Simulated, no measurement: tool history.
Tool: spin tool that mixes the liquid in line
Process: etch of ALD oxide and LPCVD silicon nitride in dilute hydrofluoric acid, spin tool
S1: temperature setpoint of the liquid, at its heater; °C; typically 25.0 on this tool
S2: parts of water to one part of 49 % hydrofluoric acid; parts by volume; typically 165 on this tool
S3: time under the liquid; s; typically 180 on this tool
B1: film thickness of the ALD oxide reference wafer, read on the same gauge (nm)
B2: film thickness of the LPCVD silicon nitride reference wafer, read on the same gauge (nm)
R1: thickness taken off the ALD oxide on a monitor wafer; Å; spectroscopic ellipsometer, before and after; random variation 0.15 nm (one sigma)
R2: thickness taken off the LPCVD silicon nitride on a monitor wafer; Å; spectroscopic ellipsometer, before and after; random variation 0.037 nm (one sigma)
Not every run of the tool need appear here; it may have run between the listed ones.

run,day,S1,S2,S3,B1,B2,R1,R2
1,0.000,27.0,165,105,79.94,50.028,93.4,3.10
2,2.258,25.0,165,180,80.00,49.977,145.1,4.48
3,3.796,25.0,190,180,80.00,50.009,125.5,4.16
4,5.971,20.5,235,90,80.01,50.004,40.2,1.31
5,8.779,25.0,220,100,79.99,49.958,56.9,1.99
# day 10.100: gauge calibrated
6,10.829,21.0,200,85,79.99,49.994,47.1,1.40
7,13.562,22.5,165,180,80.00,49.983,131.3,4.13
8,16.338,25.0,165,180,79.98,49.999,144.7,4.42
9,18.675,29.0,145,210,80.03,50.048,229.3,6.80
10,20.679,25.0,165,180,80.05,49.997,147.2,4.65
11,23.588,23.0,105,235,79.93,49.999,292.9,7.22
12,26.350,25.0,190,105,80.04,49.979,70.9,2.60
13,28.112,27.0,100,100,80.03,49.977,154.4,4.32
# day 29.379: hydrofluoric acid flow meter replaced
14,33.496,22.0,240,110,80.01,49.975,49.7,1.55
# day 33.583: thermometer replaced
15,36.133,23.5,225,235,79.98,50.024,132.1,4.70
16,38.321,25.0,165,180,80.01,49.975,158.7,5.41
17,39.442,23.0,135,180,80.04,49.983,187.4,5.47
18,41.004,25.0,130,150,80.03,49.995,171.4,6.27
19,43.279,25.0,130,180,80.00,49.996,208.8,6.81
20,45.333,25.0,220,180,79.98,50.003,111.6,4.00
21,46.721,29.5,165,130,79.99,49.977,132.3,4.98
22,48.692,29.0,215,265,79.97,50.005,191.0,6.83
23,51.267,21.0,85,180,79.93,49.990,283.8,7.66
24,52.504,23.0,200,135,79.98,50.009,87.8,2.89
25,53.783,25.0,165,180,79.94,49.999,155.0,5.52

Table of differences, measured result less the result of that run with no hidden state. Run-to-run variation is the same in both. Gauge scatter possibly is not:
What the log doesn't record here: liquid colder than its thermometer reads (K); hydrofluoric acid flow below the setpoint (%); gauge reads high (%).
run,R1,R2
1,-7.9,-0.46
2,-12.9,-0.70
3,-11.1,-0.66
4,-3.8,-0.21
5,-5.2,-0.33
6,-4.7,-0.24
7,-13.6,-0.74
8,-14.9,-0.79
9,-23.4,-1.22
10,-15.7,-0.88
11,-34.4,-1.46
12,-7.8,-0.52
13,-18.2,-0.88
14,-5.8,-0.33
15,-1.3,-0.07
16,-1.9,-0.12
17,-2.5,-0.13
18,-2.5,-0.16
19,-3.5,-0.19
20,-2.0,-0.12
21,-2.5,-0.15
22,-3.7,-0.23
23,-7.2,-0.33
24,-2.1,-0.12
25,-4.0,-0.24
